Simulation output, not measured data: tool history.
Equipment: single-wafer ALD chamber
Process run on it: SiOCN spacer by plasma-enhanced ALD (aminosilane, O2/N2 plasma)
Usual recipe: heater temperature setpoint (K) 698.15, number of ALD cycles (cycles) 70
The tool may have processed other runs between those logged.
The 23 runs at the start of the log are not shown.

run,hour,heater temperature setpoint (K),number of ALD cycles (cycles),"read-back reference wafer on the same gauge, thickness_nm",mean film thickness on the monitor wafer (nm)
24,1635.7,685.15,59,4.317,3.198
# hour 1663.8: gauge calibrated
# hour 1685.9: thermocouple changed; heater temperature recalibrated
25,1739,692.15,75,4.308,3.962
26,1804.7,698.15,70,4.318,3.634
27,1851.4,698.15,57,4.308,2.949
28,1943.7,710.15,62,4.318,3.104
29,2032.4,698.15,70,4.305,3.639
30,2107.1,712.15,75,4.317,3.728
31,2206.4,698.15,70,4.31,3.633
32,2296.2,712.15,70,4.306,3.484
33,2380.2,709.15,70,4.311,3.506
34,2427.7,698.15,70,4.312,3.643
35,2660.2,698.15,70,4.305,3.604

Forecast each of these 5 alternatives for the next run:
A,2660.7,698.15,70,?,?
B,2660.7,693.15,70,?,?
C,2660.7,708.15,83,?,?
D,2660.7,684.15,77,?,?
E,2660.7,685.15,63,?,?

run,"read-back reference wafer on the same gauge, thickness_nm",mean film thickness on the monitor wafer (nm)
A,4.313,3.628
B,4.313,3.68
C,4.313,4.179
D,4.313,4.15
E,4.313,3.386
With no hidden state in the tool, these same runs would have given:
run,mean film thickness on the monitor wafer (nm)
A,3.628
B,3.68
C,4.179
D,4.15
E,3.386
